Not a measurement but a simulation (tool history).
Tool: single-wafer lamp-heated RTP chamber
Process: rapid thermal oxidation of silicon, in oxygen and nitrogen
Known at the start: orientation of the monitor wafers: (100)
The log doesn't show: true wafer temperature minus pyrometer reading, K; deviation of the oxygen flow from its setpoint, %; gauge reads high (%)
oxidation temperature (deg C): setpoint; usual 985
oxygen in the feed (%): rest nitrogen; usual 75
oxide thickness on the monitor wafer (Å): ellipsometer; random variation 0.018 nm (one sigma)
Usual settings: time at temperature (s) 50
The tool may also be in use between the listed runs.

| run | hour | oxidation temperature (deg C) | time at temperature (s) | oxygen in the feed (%) | wafers since the last listed run | wafers since the last pyrometer calibration | hours since the oxygen flow controller was replaced | hours since the gauge calibration | read-back reference wafer on the same gauge, thickness | oxide thickness on the monitor wafer (Å) |
|---|---|---|---|---|---|---|---|---|---|---|
| 1 | 0 | 985 | 50 | 75 | 0 | 2183 | 2349.3 | 227 | 3.416 | 42.42 |
| 2 | 58.5 | 985 | 50 | 75 | 472 | 2655 | 2407.8 | 285.5 | 3.412 | 43.02 |
| 3 | 126.6 | 985 | 33 | 75 | 549 | 3205 | 2475.9 | 353.6 | 3.407 | 36.57 |
|  | 134.6 | pyrometer window cleaned and pyrometer calibrated |
| 4 | 154.2 | 985 | 33 | 75 | 158 | 158 | 2503.5 | 381.2 | 3.412 | 35.28 |
| 5 | 180.5 | 985 | 50 | 75 | 212 | 370 | 2529.8 | 407.5 | 3.402 | 41.75 |
| 6 | 226.4 | 985 | 50 | 75 | 370 | 741 | 2575.7 | 453.4 | 3.416 | 41.84 |
| 7 | 296.6 | 985 | 50 | 75 | 566 | 1307 | 2645.9 | 523.6 | 3.414 | 42.23 |
| 8 | 359.9 | 985 | 50 | 98 | 511 | 1818 | 2709.2 | 586.9 | 3.409 | 46.61 |
| 9 | 402.4 | 985 | 50 | 98 | 343 | 2162 | 2751.7 | 629.4 | 3.411 | 46.79 |
| 10 | 473.7 | 985 | 50 | 98 | 575 | 2737 | 2823 | 700.7 | 3.42 | 46.93 |
|  | 574.4 | pyrometer window cleaned and pyrometer calibrated |
| 11 | 644.6 | 985 | 50 | 75 | 1315 | 566 | 2993.9 | 871.6 | 3.403 | 42.08 |
| 12 | 700.8 | 985 | 50 | 75 | 453 | 1020 | 3050.1 | 927.8 | 3.405 | 42.32 |
| 13 | 754.7 | 985 | 50 | 92 | 435 | 1455 | 3104 | 981.7 | 3.407 | 45.38 |
|  | 768.8 | oxygen flow controller replaced |
| 14 | 819.6 | 985 | 50 | 92 | 459 | 1914 | 50.8 | 1046.6 | 3.406 | 45.55 |
| 15 | 874.7 | 985 | 50 | 92 | 444 | 2359 | 105.9 | 1101.7 | 3.41 | 45.82 |
|  | 914.3 | pyrometer window cleaned and pyrometer calibrated |
| 16 | 914.8 | 985 | 50 | 75 | 259 | 3 | 146 | 1141.8 | 3.41 | 41.54 |
| 17 | 956.5 | 985 | 50 | 75 | 336 | 340 | 187.7 | 1183.5 | 3.41 | 41.67 |
| 18 | 985.9 | 985 | 39 | 75 | 237 | 577 | 217.1 | 1212.9 | 3.412 | 37.92 |
| 19 | 1044.5 | 985 | 50 | 75 | 473 | 1051 | 275.7 | 1271.5 | 3.408 | 42.06 |
|  | 1066.3 | gauge calibrated |
| 20 | 1079.3 | 985 | 50 | 84 | 280 | 1332 | 310.5 | 13 | 3.409 | 43.61 |
| 21 | 1107.5 | 995 | 50 | 75 | 227 | 1559 | 338.7 | 41.2 | 3.407 | 45.65 |
| 22 | 1173.8 | 985 | 50 | 60 | 535 | 2095 | 405 | 107.5 | 3.412 | 39.89 |
| 23 | 1238.3 | 985 | 65 | 57 | 520 | 2615 | 469.5 | 172 | 3.418 | 43.82 |
| 24 | 1299.3 | 956 | 50 | 75 | 492 | 3108 | 530.5 | 233 | 3.414 | 35.58 |
|  | 1312.9 | pyrometer window cleaned and pyrometer calibrated |
| 25 | 1347.3 | 985 | 50 | 75 | 322 | 277 | 578.5 | 281 | 3.414 | 41.68 |
| 26 | 1400.9 | 1011 | 50 | 57 | 432 | 710 | 632.1 | 334.6 | 3.417 | 45.8 |
| 27 | 1442.9 | 985 | 33 | 98 | 339 | 1049 | 674.1 | 376.6 | 3.407 | 38.73 |
| 28 | 1494.2 | 985 | 50 | 75 | 414 | 1463 | 725.4 | 427.9 | 3.407 | 41.83 |
| 29 | 1531.1 | 971 | 71 | 45 | 297 | 1761 | 762.3 | 464.8 | 3.415 | 37.99 |
| 30 | 1591.9 | 960 | 35 | 75 | 490 | 2252 | 823.1 | 525.6 | 3.41 | 31.5 |
| 31 | 1616.7 | 985 | 59 | 75 | 200 | 2452 | 847.9 | 550.4 | 3.407 | 45.83 |
| 32 | 1680.1 | 1006 | 50 | 98 | 511 | 2964 | 911.3 | 613.8 | 3.407 | 54.48 |
|  | 1713.6 | pyrometer window cleaned and pyrometer calibrated |
| 33 | 1735.4 | 985 | 50 | 91 | 381 | 175 | 966.6 | 669.1 | 3.409 | 44.45 |
| 34 | 1770.6 | 1001 | 59 | 98 | 284 | 460 | 1001.8 | 704.3 | 3.413 | 54.86 |
| 35 | 1834.8 | 956 | 50 | 75 | 518 | 978 | 1066 | 768.5 | 3.408 | 34.33 |
| 36 | 1869.5 | 966 | 50 | 58 | 280 | 1258 | 1100.7 | 803.2 | 3.405 | 34.43 |
| 37 | 1915.7 | 985 | 50 | 92 | 373 | 1631 | 1146.9 | 849.4 | 3.41 | 45.22 |
| 38 | 1949.7 | 985 | 60 | 75 | 274 | 1906 | 1180.9 | 883.4 | 3.41 | 46.04 |

What the log doesn't show, run by run:
deviation of the oxygen flow from its setpoint, %: 0 in every run
gauge reads high (%): 0 in every run
H1: true wafer temperature minus pyrometer reading, K
| run | H1 |
|---|---|
| 1 | 4.02 |
| 2 | 4.87 |
| 3 | 5.86 |
| 4 | 0.398 |
| 5 | 0.78 |
| 6 | 1.45 |
| 7 | 2.47 |
| 8 | 3.39 |
| 9 | 4 |
| 10 | 5.04 |
| 11 | 1.38 |
| 12 | 2.19 |
| 13 | 2.97 |
| 14 | 3.92 |
| 15 | 4.72 |
| 16 | 0.244 |
| 17 | 0.85 |
| 18 | 1.28 |
| 19 | 2.13 |
| 20 | 2.63 |
| 21 | 3.04 |
| 22 | 4.01 |
| 23 | 4.94 |
| 24 | 5.83 |
| 25 | 0.502 |
| 26 | 1.28 |
| 27 | 1.89 |
| 28 | 2.64 |
| 29 | 3.17 |
| 30 | 4.06 |
| 31 | 4.42 |
| 32 | 5.34 |
| 33 | 0.46 |
| 34 | 0.972 |
| 35 | 1.9 |
| 36 | 2.41 |
| 37 | 3.08 |
| 38 | 3.57 |

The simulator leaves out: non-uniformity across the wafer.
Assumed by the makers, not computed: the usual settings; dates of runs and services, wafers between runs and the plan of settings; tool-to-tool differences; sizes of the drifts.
